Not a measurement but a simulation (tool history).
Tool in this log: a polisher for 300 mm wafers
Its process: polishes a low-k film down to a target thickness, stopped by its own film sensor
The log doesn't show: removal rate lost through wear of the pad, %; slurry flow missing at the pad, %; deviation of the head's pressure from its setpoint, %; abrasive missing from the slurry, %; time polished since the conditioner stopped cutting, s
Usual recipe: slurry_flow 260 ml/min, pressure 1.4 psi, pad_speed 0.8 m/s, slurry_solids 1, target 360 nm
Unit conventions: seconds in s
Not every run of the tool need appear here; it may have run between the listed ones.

| run | hour | slurry_flow | pressure | pad_speed | slurry_solids | target | wafers since the last listed run | wafers polished on this pad | hours since the slurry nozzle was cleaned | hours since the head pressure was calibrated | hours since the slurry blender was calibrated | hours since the conditioning disc was replaced | incoming thickness of the incoming film, nm | seconds |
|---|---|---|---|---|---|---|---|---|---|---|---|---|---|---|
| 1 | 0 | 260 | 1.4 | 0.92 | 1 | 360 | 0 | 687 | 618.8 | 411 | 112.4 | 465.6 | 376.3 | 78.3 |
| 2 | 7.4 | 260 | 1.4 | 0.92 | 1 | 360 | 74 | 761 | 626.2 | 418.4 | 119.8 | 473 | 373.9 | 66.3 |
| 3 | 19.5 | 260 | 1.4 | 0.92 | 1 | 360 | 121 | 883 | 638.3 | 430.5 | 131.9 | 485.1 | 386.5 | 125.6 |
| 4 | 33.3 | 260 | 1.5 | 0.8 | 1 | 360 | 138 | 1021 | 652.1 | 444.3 | 145.7 | 498.9 | 381.5 | 103.7 |
| 5 | 48.1 | 260 | 1.5 | 0.8 | 1 | 360 | 148 | 1170 | 666.9 | 459.1 | 160.5 | 513.7 | 378.8 | 90.5 |
| 6 | 58.8 | 260 | 1.4 | 0.8 | 1.25 | 364 | 107 | 1277 | 677.6 | 469.8 | 171.2 | 524.4 | 384.1 | 97.4 |
|  | 69.3 | head pressure recalibrated |
| 7 | 70.5 | 260 | 1.4 | 0.8 | 1 | 360 | 97 | 1375 | 689.3 | 1.2 | 182.9 | 536.1 | 377.8 | 94 |
|  | 75.6 | worn pad replaced by a new one |
| 8 | 78.8 | 260 | 1.4 | 0.8 | 1 | 360 | 43 | 32 | 697.6 | 9.5 | 191.2 | 544.4 | 385.5 | 132.8 |
| 9 | 89.1 | 260 | 1.4 | 0.8 | 1 | 360 | 103 | 135 | 707.9 | 19.8 | 201.5 | 554.7 | 376.5 | 86.3 |
|  | 99.7 | slurry blender recalibrated |
| 10 | 135.9 | 260 | 1.4 | 0.8 | 1 | 360 | 450 | 585 | 754.7 | 66.6 | 36.2 | 601.5 | 374 | 71.4 |
|  | 144.4 | slurry nozzle cleaned |
|  | 151.1 | conditioning disc replaced and pad reconditioned |
| 11 | 151.6 | 260 | 1.4 | 0.8 | 1 | 360 | 127 | 713 | 7.2 | 82.3 | 51.9 | 0.5 | 375.4 | 79.6 |
| 12 | 160.6 | 260 | 1.4 | 0.7 | 1 | 360 | 90 | 803 | 16.2 | 91.3 | 60.9 | 9.5 | 379.2 | 106.4 |
| 13 | 170.7 | 260 | 1.4 | 0.8 | 1.25 | 367 | 101 | 905 | 26.3 | 101.4 | 71 | 19.6 | 373.6 | 31.2 |
| 14 | 183.6 | 260 | 1.4 | 0.52 | 1 | 366 | 129 | 1034 | 39.2 | 114.3 | 83.9 | 32.5 | 375.8 | 66.9 |
|  | 205.3 | worn pad replaced by a new one |
| 15 | 226.2 | 260 | 1.4 | 0.9 | 1 | 360 | 387 | 209 | 81.8 | 156.9 | 126.5 | 75.1 | 375.1 | 72.9 |
| 16 | 234.5 | 335 | 1.1 | 0.8 | 1 | 366 | 83 | 293 | 90.1 | 165.2 | 134.8 | 83.4 | 375.5 | 60.5 |
| 17 | 240.7 | 260 | 1.4 | 0.8 | 1 | 360 | 62 | 355 | 96.3 | 171.4 | 141 | 89.6 | 377 | 87.4 |
| 18 | 258.6 | 260 | 1.1 | 0.7 | 0.7 | 362 | 179 | 535 | 114.2 | 189.3 | 158.9 | 107.5 | 379.4 | 143.3 |
|  | 290.1 | slurry blender recalibrated |
| 19 | 291.5 | 200 | 1.6 | 0.8 | 1 | 360 | 310 | 845 | 147.1 | 222.2 | 1.4 | 140.4 | 384.8 | 113.9 |
| 20 | 300.8 | 210 | 1.4 | 0.8 | 1 | 360 | 93 | 939 | 156.4 | 231.5 | 10.7 | 149.7 | 375.6 | 81.2 |
| 21 | 308.1 | 260 | 1.4 | 0.8 | 1 | 360 | 73 | 1012 | 163.7 | 238.8 | 18 | 157 | 378.7 | 97.6 |
| 22 | 320 | 210 | 1.4 | 0.8 | 1 | 360 | 119 | 1132 | 175.6 | 250.7 | 29.9 | 168.9 | 373.2 | 69.1 |
| 23 | 327.9 | 260 | 1.4 | 0.8 | 1 | 360 | 79 | 1211 | 183.5 | 258.6 | 37.8 | 176.8 | 376.6 | 86.6 |
| 24 | 336.4 | 315 | 1.4 | 1.04 | 1 | 360 | 85 | 1296 | 192 | 267.1 | 46.3 | 185.3 | 383.2 | 100.3 |
|  | 355.4 | worn pad replaced by a new one |
| 25 | 355.9 | 260 | 1.4 | 0.52 | 1 | 366 | 155 | 4 | 211.5 | 286.6 | 65.8 | 204.8 | 383.9 | 121.6 |
| 26 | 368.7 | 235 | 1.4 | 0.8 | 0.7 | 360 | 128 | 133 | 224.3 | 299.4 | 78.6 | 217.6 | 384 | 143.6 |
| 27 | 376.1 | 310 | 1.4 | 0.8 | 1.25 | 360 | 74 | 207 | 231.7 | 306.8 | 86 | 225 | 379.1 | 90.7 |

Below are 3 alternative next runs, each starting from the tool's condition after run 27. Predict each:
| A | 376.5 | 260 | 1.4 | 0.8 | 1 | 354 | 4 | 211 | 232.1 | 307.2 | 86.4 | 225.4 | 381.3 | ? |
| B | 376.5 | 260 | 1.4 | 0.8 | 1.25 | 355 | 4 | 211 | 232.1 | 307.2 | 86.4 | 225.4 | 381.3 | ? |
| C | 376.5 | 260 | 1.4 | 0.8 | 1 | 353 | 4 | 211 | 232.1 | 307.2 | 86.4 | 225.4 | 381.3 | ? |

| run | seconds |
|---|---|
| A | 139.7 |
| B | 124.5 |
| C | 144.8 |
With no hidden state in the tool, these same runs would have given:
| run | seconds |
|---|---|
| A | 139.7 |
| B | 124.5 |
| C | 144.8 |

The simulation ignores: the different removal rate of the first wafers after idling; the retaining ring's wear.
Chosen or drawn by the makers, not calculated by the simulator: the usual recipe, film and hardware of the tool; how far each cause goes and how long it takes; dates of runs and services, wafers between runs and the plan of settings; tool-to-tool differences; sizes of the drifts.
